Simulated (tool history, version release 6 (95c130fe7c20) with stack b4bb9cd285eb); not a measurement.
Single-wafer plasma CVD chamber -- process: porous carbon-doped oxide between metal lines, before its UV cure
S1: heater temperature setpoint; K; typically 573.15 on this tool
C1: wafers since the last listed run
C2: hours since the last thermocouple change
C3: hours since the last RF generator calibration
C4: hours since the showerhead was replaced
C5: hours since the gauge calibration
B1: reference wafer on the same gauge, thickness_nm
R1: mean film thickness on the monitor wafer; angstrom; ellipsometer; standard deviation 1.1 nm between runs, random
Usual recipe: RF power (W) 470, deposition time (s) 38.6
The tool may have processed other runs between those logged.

run 1 hour=0 | S1=573.15 RF_power_(W)=470 deposition_time_(s)=38.6 | C1=0 C2=1069 C3=1798.9 C4=7048.5 C5=191.5 | B1=169.43 | R1=2075.51
run 2 hour=23.9 | S1=573.15 RF_power_(W)=470 deposition_time_(s)=38.6 | C1=419 C2=1092.9 C3=1822.8 C4=7072.4 C5=215.4 | B1=169.262 | R1=2063.35
run 3 hour=36.7 | S1=573.15 RF_power_(W)=470 deposition_time_(s)=38.6 | C1=224 C2=1105.7 C3=1835.6 C4=7085.2 C5=228.2 | B1=168.869 | R1=2067.83
run 4 hour=68.6 | S1=573.15 RF_power_(W)=470 deposition_time_(s)=38.6 | C1=559 C2=1137.6 C3=1867.5 C4=7117.1 C5=260.1 | B1=168.425 | R1=2078.03
run 5 hour=80.9 | S1=573.15 RF_power_(W)=470 deposition_time_(s)=38.6 | C1=215 C2=1149.9 C3=1879.8 C4=7129.4 C5=272.4 | B1=168.88 | R1=2053.95
run 6 hour=107 | S1=573.15 RF_power_(W)=470 deposition_time_(s)=38.6 | C1=458 C2=1176 C3=1905.9 C4=7155.5 C5=298.5 | B1=168.848 | R1=2094.34
-- hour=144.7 thermocouple changed; heater temperature recalibrated
-- hour=150.3 RF generator calibrated
-- hour=150.4 gauge calibrated
run 7 hour=150.8 | S1=570.15 RF_power_(W)=470 deposition_time_(s)=38.6 | C1=529 C2=6.1 C3=0.5 C4=7199.3 C5=0.4 | B1=169.149 | R1=2110.33
run 8 hour=169.4 | S1=570.15 RF_power_(W)=470 deposition_time_(s)=38.6 | C1=326 C2=24.7 C3=19.1 C4=7217.9 C5=19 | B1=168.876 | R1=2088.89
run 9 hour=203.7 | S1=570.15 RF_power_(W)=470 deposition_time_(s)=38.6 | C1=602 C2=59 C3=53.4 C4=7252.2 C5=53.3 | B1=169.131 | R1=2113.62
run 10 hour=231.9 | S1=573.15 RF_power_(W)=470 deposition_time_(s)=34 | C1=494 C2=87.2 C3=81.6 C4=7280.4 C5=81.5 | B1=169.372 | R1=1823.77
run 11 hour=253.6 | S1=585.15 RF_power_(W)=435 deposition_time_(s)=35.1 | C1=380 C2=108.9 C3=103.3 C4=7302.1 C5=103.2 | B1=168.87 | R1=1672.18
-- hour=289.1 showerhead replaced
run 12 hour=289.6 | S1=570.15 RF_power_(W)=470 deposition_time_(s)=38.6 | C1=491 C2=144.9 C3=139.3 C4=0.5 C5=139.2 | B1=168.951 | R1=2114.91
run 13 hour=314.2 | S1=561.15 RF_power_(W)=470 deposition_time_(s)=38.6 | C1=431 C2=169.5 C3=163.9 C4=25.1 C5=163.8 | B1=169.307 | R1=2214.31
run 14 hour=346.1 | S1=583.15 RF_power_(W)=470 deposition_time_(s)=38.6 | C1=559 C2=201.4 C3=195.8 C4=57 C5=195.7 | B1=169.25 | R1=1973.82
run 15 hour=374.4 | S1=573.15 RF_power_(W)=470 deposition_time_(s)=38.6 | C1=496 C2=229.7 C3=224.1 C4=85.3 C5=224 | B1=169.102 | R1=2089.48
run 16 hour=400.7 | S1=569.15 RF_power_(W)=470 deposition_time_(s)=33.8 | C1=461 C2=256 C3=250.4 C4=111.6 C5=250.3 | B1=168.775 | R1=1849.86
run 17 hour=427.3 | S1=573.15 RF_power_(W)=470 deposition_time_(s)=38.6 | C1=466 C2=282.6 C3=277 C4=138.2 C5=276.9 | B1=169.266 | R1=2086.83
run 18 hour=446.4 | S1=573.15 RF_power_(W)=470 deposition_time_(s)=41.5 | C1=335 C2=301.7 C3=296.1 C4=157.3 C5=296 | B1=168.624 | R1=2221.64
run 19 hour=466.3 | S1=573.15 RF_power_(W)=470 deposition_time_(s)=38.6 | C1=349 C2=321.6 C3=316 C4=177.2 C5=315.9 | B1=169.005 | R1=2077.06

Predict each of these 5 candidate next runs independently; none follows another, all start after run 19:
run A hour=466.7 | S1=573.15 RF_power_(W)=400 deposition_time_(s)=38.6 | C1=7 C2=322 C3=316.4 C4=177.6 C5=316.3 | B1=? | R1=?
run B hour=466.7 | S1=560.15 RF_power_(W)=470 deposition_time_(s)=38.6 | C1=7 C2=322 C3=316.4 C4=177.6 C5=316.3 | B1=? | R1=?
run C hour=466.7 | S1=579.15 RF_power_(W)=550 deposition_time_(s)=45.2 | C1=7 C2=322 C3=316.4 C4=177.6 C5=316.3 | B1=? | R1=?
run D hour=466.7 | S1=573.15 RF_power_(W)=440 deposition_time_(s)=38.6 | C1=7 C2=322 C3=316.4 C4=177.6 C5=316.3 | B1=? | R1=?
run E hour=466.7 | S1=563.15 RF_power_(W)=470 deposition_time_(s)=38.6 | C1=7 C2=322 C3=316.4 C4=177.6 C5=316.3 | B1=? | R1=?

run=A B1=169.222 R1=1760.16
run=B B1=169.222 R1=2197.26
run=C B1=169.222 R1=2641.88
run=D B1=169.222 R1=1933.76
run=E B1=169.222 R1=2162.49
With no hidden state in the tool, these same runs would have given:
run=A R1=1760.16
run=B R1=2197.26
run=C R1=2641.88
run=D R1=1933.76
run=E R1=2162.49
